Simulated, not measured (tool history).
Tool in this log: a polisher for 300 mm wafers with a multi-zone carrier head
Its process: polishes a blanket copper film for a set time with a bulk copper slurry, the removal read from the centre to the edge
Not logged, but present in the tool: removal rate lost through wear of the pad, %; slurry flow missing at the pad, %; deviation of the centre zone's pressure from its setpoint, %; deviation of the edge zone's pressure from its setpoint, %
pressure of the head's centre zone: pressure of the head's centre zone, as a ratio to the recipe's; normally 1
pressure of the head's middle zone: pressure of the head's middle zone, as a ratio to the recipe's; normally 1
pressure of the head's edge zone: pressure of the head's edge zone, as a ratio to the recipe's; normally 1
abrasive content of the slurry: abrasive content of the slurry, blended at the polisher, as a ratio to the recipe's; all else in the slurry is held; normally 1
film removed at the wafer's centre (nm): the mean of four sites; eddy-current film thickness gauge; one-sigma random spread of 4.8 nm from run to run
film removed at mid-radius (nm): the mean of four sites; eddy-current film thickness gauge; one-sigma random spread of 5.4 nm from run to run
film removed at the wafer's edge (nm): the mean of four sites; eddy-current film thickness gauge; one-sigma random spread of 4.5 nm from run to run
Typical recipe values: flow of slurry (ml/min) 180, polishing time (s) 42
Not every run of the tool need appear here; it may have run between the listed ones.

run	hour	flow of slurry (ml/min)	pressure of the head's centre zone	pressure of the head's middle zone	pressure of the head's edge zone	abrasive content of the slurry	polishing time (s)	wafers since the last listed run	wafers polished on this pad	hours since the slurry nozzle was cleaned	hours since the centre zone pressure was calibrated	hours since the edge zone pressure was calibrated	hours since the carrier head's membrane was replaced	incoming thickness of the incoming film, nm	film removed at the wafer's centre (nm)	film removed at mid-radius (nm)	film removed at the wafer's edge (nm)
1	0	180	1	1	1	1	42	0	110	409.9	539.5	309.1	323.1	2598.6	431.2	425.3	447.3
2	76.6	180	1	1	1	0.85	47	1139	1250	486.5	616.1	385.7	399.7	2555.3	455.8	464.7	473.1
3	137.8	180	1	1	1	0.85	47	910	2160	547.7	677.3	446.9	460.9	2567.6	443.1	456.7	466.1
# hour 139.9: centre zone pressure recalibrated
# hour 154.8: edge zone pressure recalibrated
# hour 162.1: slurry nozzle cleaned
4	177.9	180	1	1	1	0.85	47	522	2682	15.8	38	23.1	501	2567.7	452.7	445.8	458.3
5	214.1	180	1	1	1	1	42	538	3221	52	74.2	59.3	537.2	2600.6	399.3	403.9	420.7
6	269.2	215	1	1	1	0.75	42	819	4040	107.1	129.3	114.4	592.3	2605.6	409.4	404.1	405.5
7	375.5	155	1	1	1	1	47	1581	5621	213.4	235.6	220.7	698.6	2579	414.3	415	444.4
# hour 454.4: worn pad replaced by a new one
8	476	180	1	1.09	0.96	1	42	1435	321	313.9	336.1	321.2	799.1	2526.7	430.1	465.2	432.6
9	545.4	180	1	1	1	1.15	42	1032	1353	383.3	405.5	390.6	868.5	2555.1	430.4	433.5	442.8
# hour 606.8: slurry nozzle cleaned
10	633	180	1	0.9	1	1	30	1288	2641	26.2	493.1	478.2	956.1	2582.2	294.4	267.3	306.8
# hour 675.4: centre zone pressure recalibrated
11	693	180	1	1	1	1	42	862	3504	86.2	17.6	538.2	1016.1	2561.3	404.9	404.9	418.7
# hour 697.1: edge zone pressure recalibrated
12	750	180	1	1	1	1	42	818	4322	143.2	74.6	52.9	1073.1	2561.5	395.7	398.5	413.2
13	801.7	180	0.92	1	1	1	42	769	5091	194.9	126.3	104.6	1124.8	2576.9	366.9	390.8	407
14	845.2	215	1	1	0.96	1	42	647	5738	238.4	169.8	148.1	1168.3	2585.3	407.1	406.2	407.1
15	901.4	180	1	0.96	0.92	1	56	835	6574	294.6	226	204.3	1224.5	2542.3	515.5	494.5	512.3
# hour 935.1: worn pad replaced by a new one
16	976.3	200	1	1	0.9	0.75	36	1054	612	369.5	300.9	279.2	1299.4	2585.8	363.7	362	354.5
17	1030.5	155	1	1.05	0.93	1	34	806	1418	423.7	355.1	333.4	1353.6	2594.6	323.1	336.1	333.3
# hour 1037.9: slurry nozzle cleaned
18	1085.5	180	1	1	1	1	42	803	2222	47.6	410.1	388.4	1408.6	2547.1	420.5	414.3	433.9
19	1121.5	180	1	1.05	1	1.25	42	535	2757	83.6	446.1	424.4	1444.6	2528.2	418.8	441.8	431.9
20	1213	160	0.94	1	1.07	1	47	1361	4118	175.1	537.6	515.9	1536.1	2528.9	415.8	434.6	471
# hour 1262.5: edge zone pressure recalibrated
21	1272.2	150	1	1	1	1	42	850	4969	234.3	596.8	9.7	1595.3	2572.1	371.1	378.8	391.8
# hour 1286.7: centre zone pressure recalibrated
22	1378.3	180	1	1	1	1	56	1548	6518	340.4	91.6	115.8	1701.4	2515.2	517.8	516.8	529.6

Forecast each of these 3 alternatives for the next run:
A	1378.7	180	1	1	1	1	42	5	6523	340.8	92	116.2	1701.8	2528	?	?	?
B	1378.7	180	1.1	1	1	1	42	5	6523	340.8	92	116.2	1701.8	2528	?	?	?
C	1378.7	125	1	1.12	1	1.2	29	5	6523	340.8	92	116.2	1701.8	2528	?	?	?

run	film removed at the wafer's centre (nm)	film removed at mid-radius (nm)	film removed at the wafer's edge (nm)
A	379.6	387.5	395
B	403.5	387.4	395
C	224	257.3	249.8
Take away the tool's hidden state, keep each run's random variation, and the runs would have read:
run	film removed at the wafer's centre (nm)	film removed at mid-radius (nm)	film removed at the wafer's edge (nm)
A	426.8	435.8	444.1
B	453.7	435.6	444.1
C	251.8	289.3	280.9
